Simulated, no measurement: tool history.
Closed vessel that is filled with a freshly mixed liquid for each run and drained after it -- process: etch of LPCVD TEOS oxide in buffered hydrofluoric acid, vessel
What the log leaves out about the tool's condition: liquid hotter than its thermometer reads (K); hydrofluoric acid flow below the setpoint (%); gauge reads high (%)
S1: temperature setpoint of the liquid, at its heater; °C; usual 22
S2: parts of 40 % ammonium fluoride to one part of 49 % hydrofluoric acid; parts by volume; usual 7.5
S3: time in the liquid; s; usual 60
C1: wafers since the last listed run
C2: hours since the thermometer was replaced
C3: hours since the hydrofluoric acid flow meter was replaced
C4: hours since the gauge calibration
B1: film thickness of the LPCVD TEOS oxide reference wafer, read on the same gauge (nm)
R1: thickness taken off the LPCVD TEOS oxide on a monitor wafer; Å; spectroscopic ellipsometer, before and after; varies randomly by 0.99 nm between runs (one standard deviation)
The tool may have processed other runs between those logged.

{"run": 1, "hour": 0.0, "S1": 22, "S2": 7.5, "S3": 60, "C1": 0, "C2": 1523.8, "C3": 1415.9, "C4": 1687.4, "B1": 85.62, "R1": 1208.1}
{"run": 2, "hour": 93.1, "S1": 22, "S2": 5.5, "S3": 60, "C1": 10020, "C2": 1616.9, "C3": 1509, "C4": 1780.5, "B1": 85.65, "R1": 1591.1}
{"run": 3, "hour": 170.8, "S1": 23.5, "S2": 7.5, "S3": 60, "C1": 8363, "C2": 1694.6, "C3": 1586.7, "C4": 1858.2, "B1": 85.7, "R1": 1325.6}
{"run": 4, "hour": 266.2, "S1": 23.5, "S2": 7.5, "S3": 60, "C1": 10268, "C2": 1790, "C3": 1682.1, "C4": 1953.6, "B1": 85.73, "R1": 1297.8}
{"run": 5, "hour": 343.3, "S1": 23.5, "S2": 7.5, "S3": 60, "C1": 8298, "C2": 1867.1, "C3": 1759.2, "C4": 2030.7, "B1": 85.77, "R1": 1309.3}
{"run": 6, "hour": 439.0, "S1": 22, "S2": 7.5, "S3": 60, "C1": 10300, "C2": 1962.8, "C3": 1854.9, "C4": 2126.4, "B1": 85.81, "R1": 1197.9}
{"hour": 512.7, "done": "gauge calibrated"}
{"run": 7, "hour": 534.0, "S1": 22, "S2": 5, "S3": 60, "C1": 10225, "C2": 2057.8, "C3": 1949.9, "C4": 21.3, "B1": 80.3, "R1": 1631.5}
{"run": 8, "hour": 599.8, "S1": 22, "S2": 5, "S3": 60, "C1": 7082, "C2": 2123.6, "C3": 2015.7, "C4": 87.1, "B1": 80.79, "R1": 1600.3}
{"run": 9, "hour": 686.3, "S1": 22, "S2": 5, "S3": 60, "C1": 9310, "C2": 2210.1, "C3": 2102.2, "C4": 173.6, "B1": 81.4, "R1": 1636.8}
{"run": 10, "hour": 724.2, "S1": 22, "S2": 7.5, "S3": 60, "C1": 4079, "C2": 2248, "C3": 2140.1, "C4": 211.5, "B1": 81.65, "R1": 1154.5}
{"hour": 875.6, "done": "hydrofluoric acid flow meter replaced"}
{"run": 11, "hour": 1002.0, "S1": 22, "S2": 7.5, "S3": 60, "C1": 29792, "C2": 2525.8, "C3": 126.4, "C4": 489.3, "B1": 83.08, "R1": 1136.8}
{"run": 12, "hour": 1068.5, "S1": 22, "S2": 7.5, "S3": 60, "C1": 7157, "C2": 2592.3, "C3": 192.9, "C4": 555.8, "B1": 83.29, "R1": 1163.6}
{"run": 13, "hour": 1120.1, "S1": 21, "S2": 7.5, "S3": 60, "C1": 5553, "C2": 2643.9, "C3": 244.5, "C4": 607.4, "B1": 83.46, "R1": 1094}
{"run": 14, "hour": 1409.6, "S1": 22, "S2": 7.5, "S3": 60, "C1": 31159, "C2": 2933.4, "C3": 534, "C4": 896.9, "B1": 84.25, "R1": 1168.6}
{"run": 15, "hour": 1501.9, "S1": 20.5, "S2": 7.5, "S3": 60, "C1": 9934, "C2": 3025.7, "C3": 626.3, "C4": 989.2, "B1": 84.44, "R1": 1094.9}
{"run": 16, "hour": 1584.7, "S1": 27, "S2": 8.5, "S3": 60, "C1": 8911, "C2": 3108.5, "C3": 709.1, "C4": 1072, "B1": 84.57, "R1": 1355.9}
{"run": 17, "hour": 1636.3, "S1": 22, "S2": 5, "S3": 60, "C1": 5553, "C2": 3160.1, "C3": 760.7, "C4": 1123.6, "B1": 84.67, "R1": 1705.8}
{"run": 18, "hour": 1684.6, "S1": 26, "S2": 6.5, "S3": 60, "C1": 5198, "C2": 3208.4, "C3": 809, "C4": 1171.9, "B1": 84.72, "R1": 1690.5}
{"run": 19, "hour": 1724.6, "S1": 25.5, "S2": 8.5, "S3": 60, "C1": 4305, "C2": 3248.4, "C3": 849, "C4": 1211.9, "B1": 84.81, "R1": 1255.4}
{"hour": 1747.7, "done": "thermometer replaced"}
{"run": 20, "hour": 1797.0, "S1": 22, "S2": 9, "S3": 35, "C1": 7684, "C2": 49.3, "C3": 921.4, "C4": 1284.3, "B1": 84.89, "R1": 561.8}
{"run": 21, "hour": 1845.5, "S1": 23.5, "S2": 7.5, "S3": 70, "C1": 5220, "C2": 97.8, "C3": 969.9, "C4": 1332.8, "B1": 84.92, "R1": 1499}
{"run": 22, "hour": 1893.7, "S1": 25, "S2": 7.5, "S3": 45, "C1": 5187, "C2": 146, "C3": 1018.1, "C4": 1381, "B1": 84.99, "R1": 1061.1}
{"run": 23, "hour": 1946.3, "S1": 27, "S2": 5, "S3": 60, "C1": 5661, "C2": 198.6, "C3": 1070.7, "C4": 1433.6, "B1": 85.04, "R1": 2264.5}
{"run": 24, "hour": 2027.7, "S1": 22, "S2": 7.5, "S3": 60, "C1": 8761, "C2": 280, "C3": 1152.1, "C4": 1515, "B1": 85.12, "R1": 1213.6}
{"run": 25, "hour": 2124.4, "S1": 22, "S2": 5, "S3": 60, "C1": 10408, "C2": 376.7, "C3": 1248.8, "C4": 1611.7, "B1": 85.18, "R1": 1720.8}
{"run": 26, "hour": 2202.6, "S1": 19, "S2": 7.5, "S3": 45, "C1": 8416, "C2": 454.9, "C3": 1327, "C4": 1689.9, "B1": 85.24, "R1": 759.5}
{"run": 27, "hour": 2244.7, "S1": 17.5, "S2": 6, "S3": 45, "C1": 4531, "C2": 497, "C3": 1369.1, "C4": 1732, "B1": 85.26, "R1": 851.2}
{"run": 28, "hour": 2339.7, "S1": 20.5, "S2": 6.5, "S3": 80, "C1": 10225, "C2": 592, "C3": 1464.1, "C4": 1827, "B1": 85.27, "R1": 1678.2}
{"run": 29, "hour": 2420.4, "S1": 22, "S2": 5, "S3": 60, "C1": 8685, "C2": 672.7, "C3": 1544.8, "C4": 1907.7, "B1": 85.34, "R1": 1706.3}
{"hour": 2425.1, "done": "gauge calibrated"}
{"run": 30, "hour": 2486.8, "S1": 20, "S2": 8.5, "S3": 45, "C1": 7146, "C2": 739.1, "C3": 1611.2, "C4": 61.7, "B1": 80.87, "R1": 665.5}
{"run": 31, "hour": 2526.8, "S1": 26, "S2": 8.5, "S3": 60, "C1": 4305, "C2": 779.1, "C3": 1651.2, "C4": 101.7, "B1": 81.19, "R1": 1255.8}
{"run": 32, "hour": 2612.9, "S1": 26.5, "S2": 8.5, "S3": 80, "C1": 9267, "C2": 865.2, "C3": 1737.3, "C4": 187.8, "B1": 81.78, "R1": 1725.6}

How the hidden state differs across the entries between the runs, from the last listed run before each to the first after it:
Logged between run 6 and run 7: gauge calibrated (hour 512.7)
  gauge reads high (%): 7.25 -> 0.328
  measured less the result without the state, R1: +81 -> +5.3 Å
Logged between run 10 and run 11: hydrofluoric acid flow meter replaced (hour 875.6)
  gauge reads high (%): 2.05 -> 3.81
  measured less the result without the state, R1: +23.2 -> +41.7 Å
Logged between run 19 and run 20: thermometer replaced (hour 1747.7)
  gauge reads high (%): 5.99 -> 6.1
  measured less the result without the state, R1: +71 -> +32.3 Å
Logged between run 29 and run 30: gauge calibrated (hour 2425.1)
  gauge reads high (%): 6.68 -> 1.11
  measured less the result without the state, R1: +106.8 -> +7.3 Å

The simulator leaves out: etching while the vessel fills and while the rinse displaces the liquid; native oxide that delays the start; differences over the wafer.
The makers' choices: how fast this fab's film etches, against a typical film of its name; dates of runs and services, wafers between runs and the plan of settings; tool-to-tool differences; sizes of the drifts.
